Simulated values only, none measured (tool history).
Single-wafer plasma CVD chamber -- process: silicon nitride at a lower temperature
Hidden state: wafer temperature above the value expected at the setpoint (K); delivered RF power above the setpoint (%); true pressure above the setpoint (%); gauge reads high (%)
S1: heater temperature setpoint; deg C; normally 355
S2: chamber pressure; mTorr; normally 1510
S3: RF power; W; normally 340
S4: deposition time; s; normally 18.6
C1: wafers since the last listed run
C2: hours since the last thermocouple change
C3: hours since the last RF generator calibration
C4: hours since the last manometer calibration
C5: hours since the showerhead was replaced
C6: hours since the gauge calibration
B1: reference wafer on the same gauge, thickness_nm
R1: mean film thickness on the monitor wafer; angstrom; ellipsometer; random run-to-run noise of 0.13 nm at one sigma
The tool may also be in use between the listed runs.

| run | hour | S1 | S2 | S3 | S4 | C1 | C2 | C3 | C4 | C5 | C6 | B1 | R1 |
|---|---|---|---|---|---|---|---|---|---|---|---|---|---|
| 1 | 0 | 355 | 1510 | 340 | 18.6 | 0 | 3.1 | 1398 | 1314.3 | 5037.1 | 1434.8 | 26.034 | 232.73 |
| 2 | 36.1 | 355 | 1510 | 340 | 18.6 | 1207 | 39.2 | 1434.1 | 1350.4 | 5073.2 | 1470.9 | 25.961 | 234.4 |
| 3 | 83 | 355 | 1510 | 340 | 18.6 | 1569 | 86.1 | 1481 | 1397.3 | 5120.1 | 1517.8 | 26.004 | 232.92 |
| 4 | 234.6 | 355 | 1510 | 340 | 18.6 | 5072 | 237.7 | 1632.6 | 1548.9 | 5271.7 | 1669.4 | 26.037 | 232.3 |
| 5 | 286.6 | 355 | 1510 | 340 | 18.6 | 1739 | 289.7 | 1684.6 | 1600.9 | 5323.7 | 1721.4 | 25.984 | 234.92 |
|  | 332.6 | capacitance manometer re-zeroed and calibrated |
| 6 | 345.7 | 355 | 1510 | 340 | 16.2 | 1709 | 348.8 | 1743.7 | 13.1 | 5382.8 | 1780.5 | 25.942 | 201.92 |
| 7 | 398.6 | 355 | 1710 | 400 | 18.6 | 1770 | 401.7 | 1796.6 | 66 | 5435.7 | 1833.4 | 25.982 | 266.56 |
| 8 | 448.5 | 355 | 1850 | 340 | 18.6 | 1669 | 451.6 | 1846.5 | 115.9 | 5485.6 | 1883.3 | 26.002 | 244.46 |
| 9 | 488.9 | 346 | 1300 | 405 | 21.7 | 1351 | 492 | 1886.9 | 156.3 | 5526 | 1923.7 | 26.022 | 299.68 |
| 10 | 527.3 | 360 | 1660 | 385 | 17.6 | 1284 | 530.4 | 1925.3 | 194.7 | 5564.4 | 1962.1 | 26.044 | 246.38 |
| 11 | 582.8 | 355 | 1510 | 340 | 18.6 | 1857 | 585.9 | 1980.8 | 250.2 | 5619.9 | 2017.6 | 26.026 | 233.36 |
| 12 | 638.8 | 345 | 1380 | 365 | 21.4 | 1873 | 641.9 | 2036.8 | 306.2 | 5675.9 | 2073.6 | 25.978 | 275.88 |
| 13 | 674.9 | 355 | 1370 | 405 | 18.6 | 1207 | 678 | 2072.9 | 342.3 | 5712 | 2109.7 | 25.999 | 255.59 |
|  | 727.3 | gauge calibrated |
| 14 | 739.2 | 369 | 1330 | 365 | 20.6 | 2151 | 742.3 | 2137.2 | 406.6 | 5776.3 | 11.9 | 26.017 | 259.87 |
| 15 | 774.9 | 355 | 1220 | 340 | 20.6 | 1194 | 778 | 2172.9 | 442.3 | 5812 | 47.6 | 25.998 | 245.33 |
| 16 | 838.7 | 366 | 1160 | 340 | 18.6 | 2134 | 841.8 | 2236.7 | 506.1 | 5875.8 | 111.4 | 26.017 | 217.23 |
|  | 873.4 | showerhead replaced |
| 17 | 904 | 355 | 1410 | 340 | 19.5 | 1917 | 907.1 | 2302 | 571.4 | 30.6 | 176.7 | 25.992 | 239.04 |
|  | 914.5 | RF generator calibrated |
| 18 | 966.4 | 355 | 1510 | 340 | 18.6 | 1820 | 969.5 | 51.9 | 633.8 | 93 | 239.1 | 26.008 | 238.44 |
| 19 | 1024.1 | 363 | 1230 | 340 | 15.5 | 1930 | 1027.2 | 109.6 | 691.5 | 150.7 | 296.8 | 25.961 | 189.82 |
| 20 | 1055.9 | 355 | 1510 | 340 | 18.6 | 1064 | 1059 | 141.4 | 723.3 | 182.5 | 328.6 | 25.972 | 239.16 |
| 21 | 1112.3 | 355 | 1510 | 395 | 18.6 | 1887 | 1115.4 | 197.8 | 779.7 | 238.9 | 385 | 25.997 | 267.54 |
| 22 | 1150.3 | 360 | 1510 | 340 | 18.6 | 1271 | 1153.4 | 235.8 | 817.7 | 276.9 | 423 | 25.972 | 239.45 |
| 23 | 1202.1 | 368 | 1290 | 340 | 15.4 | 1733 | 1205.2 | 287.6 | 869.5 | 328.7 | 474.8 | 25.988 | 189.93 |
| 24 | 1272.8 | 348 | 1340 | 320 | 18.6 | 2365 | 1275.9 | 358.3 | 940.2 | 399.4 | 545.5 | 25.975 | 221.9 |
| 25 | 1306.3 | 350 | 1670 | 310 | 18.6 | 1120 | 1309.4 | 391.8 | 973.7 | 432.9 | 579 | 26.044 | 226.09 |
| 26 | 1376.1 | 348 | 1350 | 360 | 20.3 | 2335 | 1379.2 | 461.6 | 1043.5 | 502.7 | 648.8 | 25.972 | 263.45 |
| 27 | 1401.5 | 344 | 1510 | 385 | 17.1 | 849 | 1404.6 | 487 | 1068.9 | 528.1 | 674.2 | 25.98 | 240.31 |
| 28 | 1471.7 | 355 | 1510 | 340 | 18.6 | 2348 | 1474.8 | 557.2 | 1139.1 | 598.3 | 744.4 | 26.003 | 235.75 |

Branching from run 28: 4 alternative next runs. What would each branch give?
| A | 1472.1 | 355 | 1510 | 340 | 18.6 | 13 | 1475.2 | 557.6 | 1139.5 | 598.7 | 744.8 | ? | ? |
| B | 1472.1 | 360 | 1510 | 405 | 17.1 | 13 | 1475.2 | 557.6 | 1139.5 | 598.7 | 744.8 | ? | ? |
| C | 1472.1 | 369 | 1510 | 340 | 18.6 | 13 | 1475.2 | 557.6 | 1139.5 | 598.7 | 744.8 | ? | ? |
| D | 1472.1 | 355 | 1610 | 340 | 18.6 | 13 | 1475.2 | 557.6 | 1139.5 | 598.7 | 744.8 | ? | ? |

| run | B1 | R1 |
|---|---|---|
| A | 25.954 | 236.62 |
| B | 25.954 | 245.59 |
| C | 25.954 | 235.34 |
| D | 25.954 | 239.81 |
Without the tool's hidden state the same runs would have given:
| run | R1 |
|---|---|
| A | 239.88 |
| B | 248.76 |
| C | 238.58 |
| D | 243.11 |

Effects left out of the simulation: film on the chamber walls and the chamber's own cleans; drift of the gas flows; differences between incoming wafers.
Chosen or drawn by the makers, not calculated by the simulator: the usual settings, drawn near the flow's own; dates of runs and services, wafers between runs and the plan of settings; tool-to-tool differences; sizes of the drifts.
